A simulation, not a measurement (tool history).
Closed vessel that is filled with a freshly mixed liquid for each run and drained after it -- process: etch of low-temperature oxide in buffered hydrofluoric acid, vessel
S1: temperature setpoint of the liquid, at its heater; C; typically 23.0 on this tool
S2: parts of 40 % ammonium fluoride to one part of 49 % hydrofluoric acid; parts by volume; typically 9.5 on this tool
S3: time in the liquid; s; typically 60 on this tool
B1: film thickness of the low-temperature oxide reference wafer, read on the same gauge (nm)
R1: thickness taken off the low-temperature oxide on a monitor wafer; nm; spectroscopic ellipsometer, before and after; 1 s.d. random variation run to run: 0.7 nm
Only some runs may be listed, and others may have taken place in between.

| run | hour | S1 | S2 | S3 | B1 | R1 |
|---|---|---|---|---|---|---|
| 1 | 0.0 | 23.0 | 9.5 | 60 | 90.03 | 174.67 |
| 2 | 35.2 | 23.0 | 9.5 | 60 | 89.96 | 174.57 |
| 3 | 49.6 | 23.0 | 9.5 | 60 | 89.94 | 173.53 |
| 4 | 64.9 | 23.0 | 9.5 | 60 | 90.00 | 173.73 |
| 5 | 93.7 | 23.0 | 9.5 | 50 | 89.99 | 144.98 |
| 6 | 120.0 | 23.0 | 9.5 | 50 | 90.00 | 144.81 |
| 7 | 133.8 | 23.0 | 9.5 | 50 | 89.98 | 145.14 |
|  | 154.4 | hydrofluoric acid flow meter replaced |
| 8 | 158.0 | 25.5 | 10.5 | 90 | 90.02 | 276.61 |
| 9 | 175.0 | 19.0 | 10.5 | 60 | 90.03 | 128.97 |
| 10 | 202.6 | 23.0 | 9.5 | 60 | 90.03 | 174.71 |
| 11 | 215.3 | 28.0 | 11.0 | 80 | 89.95 | 266.98 |
|  | 257.7 | thermometer replaced |
|  | 269.3 | gauge calibrated |
| 12 | 287.5 | 21.5 | 11.5 | 90 | 89.99 | 204.53 |
| 13 | 316.9 | 27.5 | 9.5 | 60 | 90.04 | 221.05 |
| 14 | 344.4 | 23.0 | 6.0 | 60 | 90.01 | 267.69 |

Here are 4 independent what-if runs from the current tool condition. What would each one return?
| A | 345.1 | 23.0 | 9.5 | 60 | ? | ? |
| B | 345.1 | 23.0 | 7.0 | 35 | ? | ? |
| C | 345.1 | 27.0 | 9.5 | 75 | ? | ? |
| D | 345.1 | 19.5 | 13.5 | 50 | ? | ? |

| run | B1 | R1 |
|---|---|---|
| A | 90.02 | 173.97 |
| B | 90.02 | 137.81 |
| C | 90.02 | 270.06 |
| D | 90.02 | 86.19 |
Had the tool no hidden state, the same runs would have come out as:
| run | R1 |
|---|---|
| A | 173.97 |
| B | 137.81 |
| C | 270.06 |
| D | 86.19 |
